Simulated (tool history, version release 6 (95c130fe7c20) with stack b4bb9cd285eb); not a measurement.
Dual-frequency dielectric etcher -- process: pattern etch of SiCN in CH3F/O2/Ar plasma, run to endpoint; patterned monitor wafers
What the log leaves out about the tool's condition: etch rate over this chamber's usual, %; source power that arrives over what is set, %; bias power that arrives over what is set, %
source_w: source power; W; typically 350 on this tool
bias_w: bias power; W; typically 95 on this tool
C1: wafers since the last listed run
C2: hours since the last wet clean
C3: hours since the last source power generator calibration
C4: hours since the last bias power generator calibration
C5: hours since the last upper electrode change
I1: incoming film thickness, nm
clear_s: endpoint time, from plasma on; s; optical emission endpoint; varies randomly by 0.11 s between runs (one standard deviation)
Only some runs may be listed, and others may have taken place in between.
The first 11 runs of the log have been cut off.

run 12 day=5.592 | source_w=280 bias_w=101 | C1=342 C2=544.3 C3=4396.6 C4=2847.4 C5=93.6 | I1=11.41 | clear_s=32.9
run 13 day=5.958 | source_w=280 bias_w=82 | C1=102 C2=553.1 C3=4405.4 C4=2856.2 C5=102.4 | I1=11.41 | clear_s=35.2
run 14 day=6.333 | source_w=270 bias_w=86 | C1=104 C2=562.1 C3=4414.4 C4=2865.2 C5=111.4 | I1=11.26 | clear_s=35
run 15 day=6.608 | source_w=310 bias_w=109 | C1=76 C2=568.7 C3=4421 C4=2871.8 C5=118 | I1=11.43 | clear_s=29.8
run 16 day=7.183 | source_w=350 bias_w=95 | C1=160 C2=582.5 C3=4434.8 C4=2885.6 C5=131.8 | I1=11.37 | clear_s=29
run 17 day=7.529 | source_w=380 bias_w=101 | C1=96 C2=590.8 C3=4443.1 C4=2893.9 C5=140.1 | I1=11.29 | clear_s=26.5
run 18 day=7.85 | source_w=350 bias_w=95 | C1=89 C2=598.5 C3=4450.8 C4=2901.6 C5=147.8 | I1=11.38 | clear_s=28.9
run 19 day=8.242 | source_w=350 bias_w=95 | C1=109 C2=607.9 C3=4460.2 C4=2911 C5=157.2 | I1=11.3 | clear_s=28.8
-- day=8.483 bias power generator calibrated
run 20 day=8.804 | source_w=350 bias_w=95 | C1=110 C2=621.4 C3=4473.7 C4=7.7 C5=170.7 | I1=11.32 | clear_s=28.8
run 21 day=9.108 | source_w=440 bias_w=85 | C1=84 C2=628.7 C3=4481 C4=15 C5=178 | I1=11.36 | clear_s=26.3
-- day=9.662 source power generator calibrated
-- day=10.729 wet clean of the chamber
run 22 day=10.75 | source_w=350 bias_w=95 | C1=132 C2=0.5 C3=26.1 C4=54.4 C5=217.4 | I1=11.25 | clear_s=28.5
run 23 day=10.762 | source_w=310 bias_w=95 | C1=3 C2=0.8 C3=26.4 C4=54.7 C5=217.7 | I1=11.34 | clear_s=30.9
run 24 day=11.292 | source_w=350 bias_w=95 | C1=147 C2=13.5 C3=39.1 C4=67.4 C5=230.4 | I1=11.5 | clear_s=29.3
run 25 day=11.583 | source_w=390 bias_w=82 | C1=81 C2=20.5 C3=46.1 C4=74.4 C5=237.4 | I1=11.34 | clear_s=28.5
run 26 day=12.025 | source_w=280 bias_w=83 | C1=123 C2=31.1 C3=56.7 C4=85 C5=248 | I1=11.39 | clear_s=35
run 27 day=12.579 | source_w=430 bias_w=73 | C1=154 C2=44.4 C3=70 C4=98.3 C5=261.3 | I1=11.26 | clear_s=27.7
run 28 day=12.992 | source_w=320 bias_w=75 | C1=115 C2=54.3 C3=79.9 C4=108.2 C5=271.2 | I1=11.41 | clear_s=33.4
run 29 day=14.017 | source_w=430 bias_w=118 | C1=285 C2=78.9 C3=104.5 C4=132.8 C5=295.8 | I1=11.47 | clear_s=23.9
run 30 day=14.35 | source_w=430 bias_w=118 | C1=92 C2=86.9 C3=112.5 C4=140.8 C5=303.8 | I1=11.31 | clear_s=23.7
run 31 day=14.638 | source_w=390 bias_w=107 | C1=80 C2=93.8 C3=119.4 C4=147.7 C5=310.7 | I1=11.42 | clear_s=26.1
run 32 day=15.312 | source_w=280 bias_w=95 | C1=188 C2=110 C3=135.6 C4=163.9 C5=326.9 | I1=11.43 | clear_s=33.5
run 33 day=15.571 | source_w=350 bias_w=95 | C1=72 C2=116.2 C3=141.8 C4=170.1 C5=333.1 | I1=11.43 | clear_s=29.1
run 34 day=16.062 | source_w=390 bias_w=87 | C1=137 C2=128 C3=153.6 C4=181.9 C5=344.9 | I1=11.32 | clear_s=27.9
run 35 day=16.346 | source_w=350 bias_w=95 | C1=79 C2=134.8 C3=160.4 C4=188.7 C5=351.7 | I1=11.34 | clear_s=29

Here are 5 independent what-if runs from the current tool condition. What would each one return?
run A day=16.362 | source_w=350 bias_w=83 | C1=4 C2=135.2 C3=160.8 C4=189.1 C5=352.1 | I1=11.29 | clear_s=?
run B day=16.362 | source_w=430 bias_w=95 | C1=4 C2=135.2 C3=160.8 C4=189.1 C5=352.1 | I1=11.29 | clear_s=?
run C day=16.362 | source_w=320 bias_w=85 | C1=4 C2=135.2 C3=160.8 C4=189.1 C5=352.1 | I1=11.29 | clear_s=?
run D day=16.362 | source_w=260 bias_w=95 | C1=4 C2=135.2 C3=160.8 C4=189.1 C5=352.1 | I1=11.29 | clear_s=?
run E day=16.362 | source_w=350 bias_w=79 | C1=4 C2=135.2 C3=160.8 C4=189.1 C5=352.1 | I1=11.29 | clear_s=?

run=A clear_s=30
run=B clear_s=25.4
run=C clear_s=31.4
run=D clear_s=34.6
run=E clear_s=30.5
Stripped of hidden state, with their random variation kept, the same runs would have yielded:
run=A clear_s=30
run=B clear_s=25.4
run=C clear_s=31.4
run=D clear_s=34.6
run=E clear_s=30.5
